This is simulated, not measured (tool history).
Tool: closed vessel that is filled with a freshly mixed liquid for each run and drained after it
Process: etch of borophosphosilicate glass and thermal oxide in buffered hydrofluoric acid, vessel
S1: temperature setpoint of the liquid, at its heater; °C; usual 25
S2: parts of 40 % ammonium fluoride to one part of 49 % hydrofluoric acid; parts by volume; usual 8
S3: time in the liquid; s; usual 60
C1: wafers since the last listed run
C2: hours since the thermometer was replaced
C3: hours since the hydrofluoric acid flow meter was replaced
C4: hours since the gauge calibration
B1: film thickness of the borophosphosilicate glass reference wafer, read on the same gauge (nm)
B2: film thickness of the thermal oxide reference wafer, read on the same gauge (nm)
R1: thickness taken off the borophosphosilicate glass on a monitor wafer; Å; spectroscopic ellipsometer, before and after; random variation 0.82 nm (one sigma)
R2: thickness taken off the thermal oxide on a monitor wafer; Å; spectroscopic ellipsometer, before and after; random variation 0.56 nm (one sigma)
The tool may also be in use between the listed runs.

| run | hour | S1 | S2 | S3 | C1 | C2 | C3 | C4 | B1 | B2 | R1 | R2 |
|---|---|---|---|---|---|---|---|---|---|---|---|---|
| 1 | 0 | 26.5 | 8 | 65 | 0 | 1372.8 | 1916.8 | 176.1 | 60 | 40 | 1242.9 | 783.9 |
| 2 | 16.6 | 26.5 | 8 | 65 | 2169 | 1389.4 | 1933.4 | 192.7 | 59.98 | 39.97 | 1209.3 | 790 |
| 3 | 26.2 | 25 | 8 | 35 | 1254 | 1399 | 1943 | 202.3 | 59.99 | 40.01 | 604.1 | 391.7 |
| 4 | 37 | 25 | 8 | 35 | 1411 | 1409.8 | 1953.8 | 213.1 | 59.99 | 39.99 | 608.4 | 388.4 |
| 5 | 44.9 | 25 | 8 | 35 | 1032 | 1417.7 | 1961.7 | 221 | 60.01 | 39.98 | 602.9 | 387.8 |
| 6 | 62.6 | 25 | 8 | 60 | 2313 | 1435.4 | 1979.4 | 238.7 | 60 | 40.01 | 1034 | 656.2 |
| 7 | 75.1 | 25 | 8 | 60 | 1633 | 1447.9 | 1991.9 | 251.2 | 60 | 39.99 | 1033.1 | 666.1 |
|  | 89.1 | hydrofluoric acid flow meter replaced |
| 8 | 89.6 | 25 | 8 | 60 | 1764 | 1462.4 | 0.5 | 265.7 | 59.99 | 39.97 | 1171.9 | 761.4 |
| 9 | 98.1 | 25 | 8 | 60 | 1111 | 1470.9 | 9 | 274.2 | 60.01 | 39.99 | 1180.5 | 759.1 |
| 10 | 117.2 | 20 | 6 | 50 | 2496 | 1490 | 28.1 | 293.3 | 60.02 | 40.03 | 993 | 624.4 |
|  | 154 | thermometer replaced |
|  | 154.7 | gauge calibrated |
| 11 | 171 | 25 | 8 | 60 | 6901 | 17 | 81.9 | 16.3 | 59.99 | 40 | 1334.1 | 863.5 |
| 12 | 183.1 | 25 | 8 | 60 | 1581 | 29.1 | 94 | 28.4 | 60.01 | 40.01 | 1332.1 | 849.1 |
| 13 | 195.7 | 25 | 8 | 60 | 1646 | 41.7 | 106.6 | 41 | 60.01 | 40.01 | 1332.7 | 850.4 |
| 14 | 203 | 29.5 | 9 | 60 | 954 | 49 | 113.9 | 48.3 | 59.97 | 40.02 | 1509 | 966.8 |
| 15 | 218.9 | 28.5 | 8 | 75 | 2078 | 64.9 | 129.8 | 64.2 | 59.99 | 40.03 | 2009.5 | 1282.8 |
| 16 | 228.1 | 20 | 9.5 | 60 | 1202 | 74.1 | 139 | 73.4 | 59.99 | 39.98 | 859.7 | 556.5 |
| 17 | 238 | 25 | 8 | 60 | 1294 | 84 | 148.9 | 83.3 | 60.01 | 39.99 | 1322.2 | 841.3 |
| 18 | 254.6 | 25 | 10 | 30 | 2169 | 100.6 | 165.5 | 99.9 | 59.99 | 40.02 | 542.2 | 351.2 |
| 19 | 264.6 | 20.5 | 9 | 45 | 1307 | 110.6 | 175.5 | 109.9 | 60.01 | 39.99 | 681.8 | 446.9 |
| 20 | 274.5 | 26.5 | 8 | 65 | 1294 | 120.5 | 185.4 | 119.8 | 60.03 | 40 | 1545.6 | 980.9 |
| 21 | 286.1 | 29 | 6 | 80 | 1516 | 132.1 | 197 | 131.4 | 60 | 40.02 | 2879.7 | 1868.2 |
| 22 | 302.9 | 25 | 8 | 60 | 2195 | 148.9 | 213.8 | 148.2 | 60 | 40.01 | 1301.9 | 852.1 |
| 23 | 315.7 | 20.5 | 10.5 | 75 | 1673 | 161.7 | 226.6 | 161 | 59.99 | 40 | 998.3 | 647.7 |
| 24 | 325.6 | 29 | 10 | 70 | 1294 | 171.6 | 236.5 | 170.9 | 60 | 40 | 1546.3 | 994.8 |
| 25 | 343.4 | 25 | 8 | 60 | 2326 | 189.4 | 254.3 | 188.7 | 60 | 39.99 | 1296.6 | 837.1 |
| 26 | 360.4 | 25 | 8 | 95 | 2222 | 206.4 | 271.3 | 205.7 | 60 | 40.03 | 2036.8 | 1322.7 |

Hidden state at the last listed run before each entry between runs and at the first one after, where it differs:
Between runs 7 and 8: hydrofluoric acid flow meter replaced (hour 89.1)
  liquid colder than its thermometer reads (K): 2.43 -> 2.46; hydrofluoric acid flow below the setpoint (%): 12.6 -> 0.814
  measured less the result without the state, R1: -321.3 -> -178.2 Å; R2: -207.4 -> -117.1 Å
Between runs 10 and 11: thermometer replaced (hour 154); gauge calibrated (hour 154.7)
  liquid colder than its thermometer reads (K): 2.5 -> 0.0471; hydrofluoric acid flow below the setpoint (%): 0.98 -> 1.3
  measured less the result without the state, R1: -157.4 -> -23 Å; R2: -100.6 -> -14.8 Å

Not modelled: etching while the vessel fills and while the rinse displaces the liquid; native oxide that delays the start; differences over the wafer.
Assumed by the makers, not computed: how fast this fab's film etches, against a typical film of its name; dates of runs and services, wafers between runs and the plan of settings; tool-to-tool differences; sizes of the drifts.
